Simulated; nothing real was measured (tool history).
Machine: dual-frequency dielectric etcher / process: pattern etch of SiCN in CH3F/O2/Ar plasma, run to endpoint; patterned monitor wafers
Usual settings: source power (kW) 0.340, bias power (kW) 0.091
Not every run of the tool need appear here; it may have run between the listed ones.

run   hour  source power (kW)  bias power (kW)  wafers since the last listed run  hours since the last wet clean  hours since the last source power generator calibration  hours since the last bias power generator calibration  hours since the last upper electrode change  incoming incoming film thickness, nm  endpoint time (s)
  1    0.0              0.340            0.091                                 0                           385.5                                                   2402.1                                                 1795.8                                       2342.3                                  8.11               20.6
  2   16.3              0.340            0.091                               147                           401.8                                                   2418.4                                                 1812.1                                       2358.6                                  8.04               20.5
  3   28.2              0.340            0.091                               107                           413.7                                                   2430.3                                                 1824.0                                       2370.5                                  8.01               20.2
  4   40.8              0.340            0.079                               114                           426.3                                                   2442.9                                                 1836.6                                       2383.1                                  8.15               22.5
  5   51.6              0.340            0.079                                97                           437.1                                                   2453.7                                                 1847.4                                       2393.9                                  8.09               22.3
  6   66.7              0.340            0.104                               136                           452.2                                                   2468.8                                                 1862.5                                       2409.0                                  8.11               19.1
      98.1  -- upper electrode replaced
  7   98.6              0.290            0.091                                71                           484.1                                                   2500.7                                                 1894.4                                          0.5                                  8.06               21.3
  8   98.9              0.340            0.097                                 2                           484.4                                                   2501.0                                                 1894.7                                          0.8                                  8.04               19.6
  9  110.4              0.340            0.091                               104                           495.9                                                   2512.5                                                 1906.2                                         12.3                                  8.10               20.4
     145.3  -- wet clean of the chamber
 10  145.8              0.270            0.082                               103                             0.5                                                   2547.9                                                 1941.6                                         47.7                                  8.14               24.8
 11  146.1              0.340            0.080                                 2                             0.8                                                   2548.2                                                 1941.9                                         48.0                                  8.18               24.1
 12  146.5              0.410            0.085                                 3                             1.2                                                   2548.6                                                 1942.3                                         48.4                                  7.96               21.4
     151.7  -- source power generator calibrated
 13  157.7              0.410            0.083                                65                            12.4                                                      6.0                                                 1953.5                                         59.6                                  8.07               22.0
 14  168.2              0.340            0.091                                95                            22.9                                                     16.5                                                 1964.0                                         70.1                                  8.07               21.8
     191.4  -- bias power generator calibrated
     205.0  -- wet clean of the chamber, repeated, since the last time left the tool worse
 15  205.5              0.340            0.091                               178                             0.5                                                     53.8                                                   14.1                                        107.4                                  8.09               20.9
 16  205.8              0.400            0.097                                 2                             0.8                                                     54.1                                                   14.4                                        107.7                                  8.04               19.1
 17  246.0              0.380            0.097                               363                            41.0                                                     94.3                                                   54.6                                        147.9                                  8.10               19.6
 18  262.7              0.340            0.091                               151                            57.7                                                    111.0                                                   71.3                                        164.6                                  8.09               20.8

3 ways to go on from here, each from the tool as it stands after run 18. What would each give?
  A  263.1              0.340            0.091                                 3                            58.1                                                    111.4                                                   71.7                                        165.0                                  8.05                  ?
  B  263.1              0.340            0.077                                 3                            58.1                                                    111.4                                                   71.7                                        165.0                                  8.05                  ?
  C  263.1              0.340            0.081                                 3                            58.1                                                    111.4                                                   71.7                                        165.0                                  8.05                  ?

run  endpoint time (s)
  A               20.8
  B               23.0
  C               22.3
What these runs would have given with no unlogged condition in the tool:
run  endpoint time (s)
  A               20.8
  B               23.1
  C               22.4
